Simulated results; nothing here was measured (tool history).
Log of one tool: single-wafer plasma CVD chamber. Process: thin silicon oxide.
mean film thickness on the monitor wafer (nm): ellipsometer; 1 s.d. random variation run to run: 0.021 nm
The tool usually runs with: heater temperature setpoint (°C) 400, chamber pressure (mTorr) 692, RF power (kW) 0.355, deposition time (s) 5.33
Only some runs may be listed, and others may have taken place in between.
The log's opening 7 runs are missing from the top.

run,hour,heater temperature setpoint (°C),chamber pressure (mTorr),RF power (kW),deposition time (s),"read-back reference wafer on the same gauge, thickness_nm",mean film thickness on the monitor wafer (nm)
8,107.7,406,692,0.355,5.33,8.431,8.634
# hour 118.3: RF generator calibrated
9,118.8,406,692,0.355,5.33,8.428,8.625
10,135.0,406,692,0.355,5.33,8.430,8.570
# hour 138.9: gauge calibrated
# hour 150.7: capacitance manometer re-zeroed and calibrated
11,151.2,400,692,0.355,5.33,8.420,9.318
12,156.3,400,692,0.355,5.33,8.428,9.327
13,170.5,400,692,0.355,5.33,8.427,9.358
14,181.5,400,692,0.355,5.33,8.428,9.351
15,194.6,400,645,0.355,5.33,8.433,8.891
16,210.5,406,692,0.355,5.33,8.431,9.292
# hour 226.8: thermocouple changed; heater temperature recalibrated
17,228.4,400,692,0.355,5.33,8.430,9.347
18,235.9,400,692,0.355,5.74,8.426,10.074
19,245.7,393,692,0.355,5.33,8.429,9.387
20,252.4,400,692,0.355,5.33,8.433,9.347
21,279.5,400,692,0.355,5.33,8.429,9.386
22,289.1,400,692,0.355,5.33,8.429,9.355
23,302.0,415,692,0.335,5.33,8.431,8.938
# hour 312.4: showerhead replaced
24,312.9,391,692,0.355,6.27,8.428,11.052
25,327.0,390,588,0.290,4.86,8.427,6.749
26,348.8,390,613,0.310,5.98,8.427,8.952
# hour 355.0: gauge calibrated
27,359.4,395,692,0.355,6.18,8.424,10.873
28,373.2,400,806,0.285,6.22,8.426,10.572
29,388.3,385,692,0.355,5.84,8.430,10.355
30,398.5,409,848,0.355,5.33,8.424,10.678

Each row is a separate what-if for the run after 30, all from the same tool condition, not one after another. Results?
A,398.9,400,692,0.355,5.33,?,?
B,398.9,400,692,0.355,4.66,?,?
C,398.9,389,632,0.355,5.88,?,?

run,"read-back reference wafer on the same gauge, thickness_nm",mean film thickness on the monitor wafer (nm)
A,8.428,9.321
B,8.428,8.151
C,8.428,9.706
Without the tool's hidden state the same runs would have given:
run,mean film thickness on the monitor wafer (nm)
A,9.338
B,8.166
C,9.725

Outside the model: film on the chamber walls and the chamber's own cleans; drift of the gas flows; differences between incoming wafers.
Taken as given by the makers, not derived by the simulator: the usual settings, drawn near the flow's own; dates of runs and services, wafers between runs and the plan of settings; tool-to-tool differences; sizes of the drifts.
